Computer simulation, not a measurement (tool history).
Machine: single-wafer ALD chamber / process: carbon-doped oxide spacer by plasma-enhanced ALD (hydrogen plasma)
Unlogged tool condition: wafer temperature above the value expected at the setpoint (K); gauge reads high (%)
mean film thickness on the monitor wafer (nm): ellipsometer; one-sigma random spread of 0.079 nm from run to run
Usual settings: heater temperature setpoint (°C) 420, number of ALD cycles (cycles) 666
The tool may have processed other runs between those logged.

run,day,heater temperature setpoint (°C),number of ALD cycles (cycles),wafers since the last listed run,hours since the last thermocouple change,hours since the gauge calibration,"read-back reference wafer on the same gauge, thickness_nm",mean film thickness on the monitor wafer (nm)
1,0,420,666,0,1754.4,85.3,33.6,31.405
2,1.1,420,666,9,1780.8,111.7,33.599,31.438
3,1.55,420,666,4,1791.6,122.5,33.594,31.45
4,1.967,420,666,3,1801.6,132.5,33.603,31.42
5,2.262,420,666,2,1808.7,139.6,33.6,31.437
6,2.625,420,666,3,1817.4,148.3,33.612,31.47
7,3.008,420,666,3,1826.6,157.5,33.606,31.447
8,3.379,426,666,3,1835.5,166.4,33.608,30.733
9,4.071,426,666,6,1852.1,183,33.592,30.838
10,4.721,426,666,5,1867.7,198.6,33.584,30.768
11,5.358,420,666,5,1883,213.9,33.613,31.457
12,6.075,420,666,6,1900.2,231.1,33.611,31.439
# day 6.288: gauge calibrated
13,6.683,410,622,5,1914.8,9.5,33.599,30.42
14,7.208,420,666,4,1927.4,22.1,33.592,31.485
15,7.612,420,666,3,1937.1,31.8,33.586,31.345
# day 8.283: thermocouple changed; heater temperature recalibrated
16,8.304,408,704,3,0.5,48.4,33.579,34.688
17,8.671,420,666,3,9.3,57.2,33.594,31.43
18,9.242,420,666,5,23,70.9,33.612,31.582
19,9.908,407,617,6,39,86.9,33.6,30.213
20,10.625,428,796,6,56.2,104.1,33.585,36.677
21,11.346,408,598,6,73.5,121.4,33.579,29.383
22,11.612,420,789,2,79.9,127.8,33.589,37.192
23,12.312,425,533,6,96.7,144.6,33.595,24.767
24,12.954,414,762,5,112.1,160,33.598,36.603
25,13.658,420,766,6,129,176.9,33.615,35.948
26,14.117,420,666,4,140,187.9,33.608,31.472
27,14.708,420,666,5,154.2,202.1,33.62,31.38
28,14.996,426,703,2,161.1,209,33.6,32.436

The tool's hidden state at each run:
wafer temperature above the value expected at the setpoint (K): 0, the same for each run
gauge reads high (%): 0, the same for each run
